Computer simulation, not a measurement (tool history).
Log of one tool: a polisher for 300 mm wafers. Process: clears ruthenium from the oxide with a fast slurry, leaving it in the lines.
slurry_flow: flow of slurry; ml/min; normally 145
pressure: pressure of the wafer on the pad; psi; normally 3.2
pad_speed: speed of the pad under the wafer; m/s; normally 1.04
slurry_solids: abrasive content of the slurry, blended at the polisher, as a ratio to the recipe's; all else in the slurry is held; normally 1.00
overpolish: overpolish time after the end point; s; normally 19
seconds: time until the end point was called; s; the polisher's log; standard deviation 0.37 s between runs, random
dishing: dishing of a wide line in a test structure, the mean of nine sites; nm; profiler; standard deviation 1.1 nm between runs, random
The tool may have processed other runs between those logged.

run	day	slurry_flow	pressure	pad_speed	slurry_solids	overpolish	incoming thickness of the incoming film, nm	seconds	dishing
1	0.000	145	3.2	1.04	1.00	19	139.7	28.0	59.9
# day 0.854: slurry blender recalibrated
2	7.204	145	3.2	1.04	1.00	19	137.8	29.0	58.1
# day 8.025: slurry nozzle cleaned
3	8.800	145	3.2	1.04	1.00	19	139.9	26.8	62.6
# day 9.883: head pressure recalibrated
4	10.675	145	3.2	1.04	1.00	19	139.5	28.6	59.2
# day 11.350: worn pad replaced by a new one
5	11.738	145	3.2	1.04	1.00	19	139.6	27.4	58.9
6	14.600	145	2.6	1.32	1.00	19	141.9	25.8	63.2
7	17.267	145	3.2	1.04	1.00	19	139.8	27.8	57.4
# day 18.767: slurry blender recalibrated
8	19.338	145	3.5	1.04	1.15	19	142.5	26.1	62.5
9	21.629	145	3.2	1.04	1.00	19	139.2	28.7	56.7
10	24.525	145	3.2	1.04	1.25	19	141.5	27.9	61.7
11	25.692	145	3.2	1.04	1.00	19	141.7	30.2	55.8
# day 27.412: slurry nozzle cleaned
12	27.621	105	3.9	1.04	0.90	27	140.5	26.3	81.1
13	29.233	145	3.2	1.32	1.00	19	138.3	22.0	72.9
14	30.479	145	3.2	1.04	1.00	19	140.0	27.0	61.4
# day 31.333: worn pad replaced by a new one
15	31.925	145	3.2	1.04	1.00	19	139.8	28.0	58.0
16	33.533	145	3.2	0.78	1.00	19	139.3	36.5	47.2
# day 35.521: slurry blender recalibrated
17	35.879	145	3.2	1.04	1.10	27	139.1	26.2	82.5
18	37.162	145	3.2	1.04	1.00	19	141.1	28.3	59.6
19	39.150	145	3.5	1.04	1.15	19	141.3	25.7	64.6
20	42.046	145	2.4	1.04	1.00	27	138.2	34.8	66.3
21	43.092	110	2.5	0.94	1.00	29	139.7	39.7	62.6
22	45.742	145	3.2	1.04	1.00	19	138.6	28.4	56.9
# day 47.367: slurry nozzle cleaned
23	48.475	180	3.2	0.90	1.20	9	140.7	27.3	31.6
24	49.704	170	3.2	1.04	0.75	11	139.7	28.0	36.3
# day 51.212: worn pad replaced by a new one
25	51.488	145	3.2	1.04	1.00	19	141.5	25.4	63.4
# day 51.629: head pressure recalibrated
# day 51.875: slurry blender recalibrated
26	53.829	145	2.3	0.70	1.15	24	137.3	49.8	43.7

Run 27 comes next. What will it give?
27	56.154	145	3.2	1.04	1.00	12	139.7	?	?

seconds: 29.7 s
dishing: 39.3 nm
With no hidden state in the tool, this same run would have given seconds 28.0 s, dishing 41.4 nm.

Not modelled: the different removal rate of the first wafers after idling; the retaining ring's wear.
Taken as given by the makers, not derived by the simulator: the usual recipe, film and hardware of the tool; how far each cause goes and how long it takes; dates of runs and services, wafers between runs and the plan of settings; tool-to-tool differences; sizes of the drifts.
